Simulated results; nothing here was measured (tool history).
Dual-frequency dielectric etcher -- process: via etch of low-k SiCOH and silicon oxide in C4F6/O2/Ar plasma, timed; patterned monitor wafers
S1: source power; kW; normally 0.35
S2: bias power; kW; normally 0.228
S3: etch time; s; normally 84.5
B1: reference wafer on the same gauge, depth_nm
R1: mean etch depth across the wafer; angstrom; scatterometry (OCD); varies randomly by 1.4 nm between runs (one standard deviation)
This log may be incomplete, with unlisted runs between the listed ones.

run 1 day=0 | S1=0.35 S2=0.211 S3=84.5 | B1=294.9 | R1=2515
run 2 day=0.962 | S1=0.35 S2=0.228 S3=84.5 | B1=295.1 | R1=2608
run 3 day=2.625 | S1=0.35 S2=0.228 S3=84.5 | B1=294.9 | R1=2630
run 4 day=3.612 | S1=0.35 S2=0.228 S3=84.5 | B1=295.6 | R1=2604
run 5 day=4.671 | S1=0.35 S2=0.228 S3=84.5 | B1=295.4 | R1=2644
run 6 day=5.3 | S1=0.4 S2=0.244 S3=84.5 | B1=294.6 | R1=2852
run 7 day=6.746 | S1=0.4 S2=0.244 S3=84.5 | B1=295.5 | R1=2850
run 8 day=7.288 | S1=0.35 S2=0.188 S3=84.5 | B1=294.9 | R1=2468
run 9 day=7.825 | S1=0.35 S2=0.188 S3=84.5 | B1=295 | R1=2436
run 10 day=9.933 | S1=0.27 S2=0.192 S3=69 | B1=294.2 | R1=1902
-- day=10.454 gauge calibrated
-- day=14.796 wet clean of the chamber
run 11 day=14.817 | S1=0.35 S2=0.228 S3=74.5 | B1=294.6 | R1=2311
-- day=16.462 upper electrode replaced, of another model than before
-- day=17.692 source power generator calibrated
-- day=17.862 bias power generator calibrated
run 12 day=17.9 | S1=0.38 S2=0.204 S3=102.5 | B1=294.7 | R1=3142
run 13 day=18.8 | S1=0.35 S2=0.228 S3=84.5 | B1=294.5 | R1=2611
run 14 day=19.962 | S1=0.28 S2=0.19 S3=110 | B1=294.2 | R1=3129
run 15 day=21.008 | S1=0.35 S2=0.228 S3=84.5 | B1=295.1 | R1=2668
run 16 day=21.967 | S1=0.43 S2=0.256 S3=108.5 | B1=294.8 | R1=3723
run 17 day=23.017 | S1=0.35 S2=0.228 S3=84.5 | B1=295.4 | R1=2689
run 18 day=24.383 | S1=0.41 S2=0.272 S3=95.5 | B1=295.7 | R1=3306

4 ways to go on from here, each from the tool as it stands after run 18. What would each give?
run A day=24.4 | S1=0.35 S2=0.228 S3=84.5 | B1=? | R1=?
run B day=24.4 | S1=0.39 S2=0.228 S3=84.5 | B1=? | R1=?
run C day=24.4 | S1=0.35 S2=0.228 S3=92.5 | B1=? | R1=?
run D day=24.4 | S1=0.3 S2=0.228 S3=106 | B1=? | R1=?

run=A B1=294.7 R1=2689
run=B B1=294.7 R1=2752
run=C B1=294.7 R1=2943
run=D B1=294.7 R1=3269
With the hidden condition removed and each run's random variation left untouched, the same runs would have given:
run=A R1=2582
run=B R1=2643
run=C R1=2826
run=D R1=3140
